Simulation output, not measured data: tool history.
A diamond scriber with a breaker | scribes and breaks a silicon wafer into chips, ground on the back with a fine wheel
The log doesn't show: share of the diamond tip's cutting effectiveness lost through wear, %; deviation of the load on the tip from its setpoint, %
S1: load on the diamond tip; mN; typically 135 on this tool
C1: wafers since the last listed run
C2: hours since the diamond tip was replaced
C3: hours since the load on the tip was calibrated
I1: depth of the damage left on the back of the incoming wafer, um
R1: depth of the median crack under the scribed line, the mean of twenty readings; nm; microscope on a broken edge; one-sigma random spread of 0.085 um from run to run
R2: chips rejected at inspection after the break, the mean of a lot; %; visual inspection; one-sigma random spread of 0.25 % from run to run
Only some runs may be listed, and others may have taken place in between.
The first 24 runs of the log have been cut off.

run   hour   S1  C1     C2      C3    I1    R1     R2
 25  286.5  148  17   92.7  2143.1  1.95  6550   3.49
 26  298.7  160  24  104.9  2155.3  1.91  7090   3.15
     306.7  -- load on the tip recalibrated
 27  315.8  116  30  122.0     9.1  3.00  5910  14.28
 28  331.0  120  30  137.2    24.3  1.66  6030   5.71
 29  348.7  114  35  154.9    42.0  1.81  5730   7.91
 30  362.5  117  27  168.7    55.8  2.51  5690  10.06
 31  370.2  110  15  176.4    63.5  2.04  5570   9.09
 32  387.8  153  35  194.0    81.1  2.48  6320   6.18
 33  401.9  107  28  208.1    95.2  2.13  5520  10.26
 34  415.5  161  27  221.7   108.8  2.34  6670   4.88
 35  424.2  174  17  230.4   117.5  2.09  7000   3.77
 36  431.1   95  13  237.3   124.4  2.95  5090  21.39
 37  443.7  163  25  249.9   137.0  1.69  6650   2.88
 38  451.9  106  16  258.1   145.2  2.05  5390  13.55
 39  463.8  163  24  270.0   157.1  2.93  6580   7.63
 40  476.0  170  24  282.2   169.3  1.53  6650   2.70

Below are 4 alternative next runs, each starting from the tool's condition after run 40. Predict each:
  A  476.6  135   1  282.8  169.9  2.19   ?   ?
  B  476.6  125   1  282.8  169.9  2.19   ?   ?
  C  476.6  105   1  282.8  169.9  2.19   ?   ?
  D  476.6  108   1  282.8  169.9  2.19   ?   ?

run    R1     R2
  A  6090   7.21
  B  5860   8.97
  C  5400  14.09
  D  5470  13.18
Had the tool no hidden state, the same runs would have come out as:
run    R1    R2
  A  6870  4.21
  B  6620  4.69
  C  6100  7.15
  D  6180  6.63

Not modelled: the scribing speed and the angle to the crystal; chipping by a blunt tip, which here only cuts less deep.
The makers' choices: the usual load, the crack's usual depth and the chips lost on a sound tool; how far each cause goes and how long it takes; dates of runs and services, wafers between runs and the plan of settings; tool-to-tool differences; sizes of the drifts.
